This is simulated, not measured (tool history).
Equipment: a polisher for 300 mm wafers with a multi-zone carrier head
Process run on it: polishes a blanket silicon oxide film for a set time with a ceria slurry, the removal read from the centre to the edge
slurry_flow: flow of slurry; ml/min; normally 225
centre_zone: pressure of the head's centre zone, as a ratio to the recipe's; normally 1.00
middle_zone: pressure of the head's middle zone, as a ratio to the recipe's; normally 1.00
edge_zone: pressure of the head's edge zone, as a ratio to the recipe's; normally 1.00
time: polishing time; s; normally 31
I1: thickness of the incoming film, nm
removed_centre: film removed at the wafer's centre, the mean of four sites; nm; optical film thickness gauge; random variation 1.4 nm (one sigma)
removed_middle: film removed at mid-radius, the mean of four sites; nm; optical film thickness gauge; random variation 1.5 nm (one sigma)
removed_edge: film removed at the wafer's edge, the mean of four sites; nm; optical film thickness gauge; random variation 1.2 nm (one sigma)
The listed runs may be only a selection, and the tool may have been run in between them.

run 1 hour=0.0 | slurry_flow=225 centre_zone=1.00 middle_zone=1.00 edge_zone=1.00 time=31 | I1=1208.2 | removed_centre=171.7 removed_middle=163.0 removed_edge=162.3
run 2 hour=62.5 | slurry_flow=225 centre_zone=1.00 middle_zone=1.00 edge_zone=1.00 time=31 | I1=1229.0 | removed_centre=170.9 removed_middle=161.4 removed_edge=161.2
-- hour=89.6 worn pad replaced by a new one
run 3 hour=123.3 | slurry_flow=225 centre_zone=1.00 middle_zone=1.00 edge_zone=1.00 time=31 | I1=1227.3 | removed_centre=171.6 removed_middle=163.0 removed_edge=163.5
-- hour=133.5 slurry nozzle cleaned
run 4 hour=192.6 | slurry_flow=225 centre_zone=1.00 middle_zone=1.00 edge_zone=0.94 time=31 | I1=1211.7 | removed_centre=173.5 removed_middle=163.2 removed_edge=157.6
run 5 hour=239.8 | slurry_flow=225 centre_zone=1.00 middle_zone=1.00 edge_zone=0.94 time=31 | I1=1241.5 | removed_centre=176.6 removed_middle=160.9 removed_edge=157.3
-- hour=263.6 worn pad replaced by a new one
run 6 hour=292.8 | slurry_flow=225 centre_zone=1.00 middle_zone=1.00 edge_zone=1.00 time=26 | I1=1240.5 | removed_centre=149.1 removed_middle=134.1 removed_edge=137.0
run 7 hour=352.1 | slurry_flow=225 centre_zone=1.00 middle_zone=1.00 edge_zone=1.00 time=26 | I1=1216.1 | removed_centre=145.5 removed_middle=137.7 removed_edge=135.8
-- hour=367.6 centre zone pressure recalibrated
-- hour=420.4 worn pad replaced by a new one
run 8 hour=423.9 | slurry_flow=225 centre_zone=1.00 middle_zone=1.00 edge_zone=1.00 time=26 | I1=1234.5 | removed_centre=136.8 removed_middle=138.5 removed_edge=135.5
-- hour=429.8 slurry nozzle cleaned
-- hour=475.9 edge zone pressure recalibrated
run 9 hour=507.7 | slurry_flow=160 centre_zone=1.00 middle_zone=1.09 edge_zone=1.00 time=41 | I1=1249.5 | removed_centre=203.7 removed_middle=216.8 removed_edge=208.0
run 10 hour=576.7 | slurry_flow=275 centre_zone=1.00 middle_zone=1.00 edge_zone=0.96 time=31 | I1=1224.1 | removed_centre=169.9 removed_middle=168.1 removed_edge=161.8
-- hour=593.0 worn pad replaced by a new one
-- hour=616.4 carrier head's membrane replaced by a new one
run 11 hour=622.3 | slurry_flow=225 centre_zone=1.00 middle_zone=1.00 edge_zone=1.00 time=31 | I1=1234.3 | removed_centre=167.5 removed_middle=163.3 removed_edge=161.8
run 12 hour=647.9 | slurry_flow=225 centre_zone=1.00 middle_zone=1.09 edge_zone=0.88 time=31 | I1=1220.1 | removed_centre=164.9 removed_middle=177.3 removed_edge=153.1
run 13 hour=676.9 | slurry_flow=225 centre_zone=1.00 middle_zone=1.00 edge_zone=1.00 time=31 | I1=1224.1 | removed_centre=166.9 removed_middle=162.8 removed_edge=162.2
run 14 hour=715.7 | slurry_flow=225 centre_zone=0.94 middle_zone=1.08 edge_zone=1.00 time=40 | I1=1250.6 | removed_centre=203.7 removed_middle=221.1 removed_edge=209.3
-- hour=722.8 slurry nozzle cleaned
-- hour=766.5 worn pad replaced by a new one
run 15 hour=769.0 | slurry_flow=150 centre_zone=1.00 middle_zone=1.00 edge_zone=1.00 time=25 | I1=1237.1 | removed_centre=130.4 removed_middle=123.9 removed_edge=124.8
run 16 hour=827.2 | slurry_flow=150 centre_zone=1.00 middle_zone=1.00 edge_zone=1.00 time=31 | I1=1216.4 | removed_centre=162.1 removed_middle=150.4 removed_edge=156.7

4 ways to go on from here, each from the tool as it stands after run 16. What would each give?
run A hour=827.6 | slurry_flow=225 centre_zone=1.00 middle_zone=1.00 edge_zone=1.00 time=31 | I1=1226.5 | removed_centre=? removed_middle=? removed_edge=?
run B hour=827.6 | slurry_flow=145 centre_zone=1.00 middle_zone=1.00 edge_zone=0.89 time=31 | I1=1226.5 | removed_centre=? removed_middle=? removed_edge=?
run C hour=827.6 | slurry_flow=175 centre_zone=1.00 middle_zone=1.00 edge_zone=1.00 time=31 | I1=1226.5 | removed_centre=? removed_middle=? removed_edge=?
run D hour=827.6 | slurry_flow=225 centre_zone=1.00 middle_zone=1.00 edge_zone=1.11 time=26 | I1=1226.5 | removed_centre=? removed_middle=? removed_edge=?

run=A removed_centre=169.1 removed_middle=164.3 removed_edge=161.8
run=B removed_centre=158.6 removed_middle=155.2 removed_edge=147.8
run=C removed_centre=163.4 removed_middle=159.4 removed_edge=158.2
run=D removed_centre=141.8 removed_middle=137.8 removed_edge=142.1
Had the tool no hidden state, the same runs would have come out as:
run=A removed_centre=163.4 removed_middle=164.4 removed_edge=161.8
run=B removed_centre=153.3 removed_middle=155.3 removed_edge=147.8
run=C removed_centre=157.9 removed_middle=159.4 removed_edge=158.2
run=D removed_centre=137.1 removed_middle=137.8 removed_edge=142.1
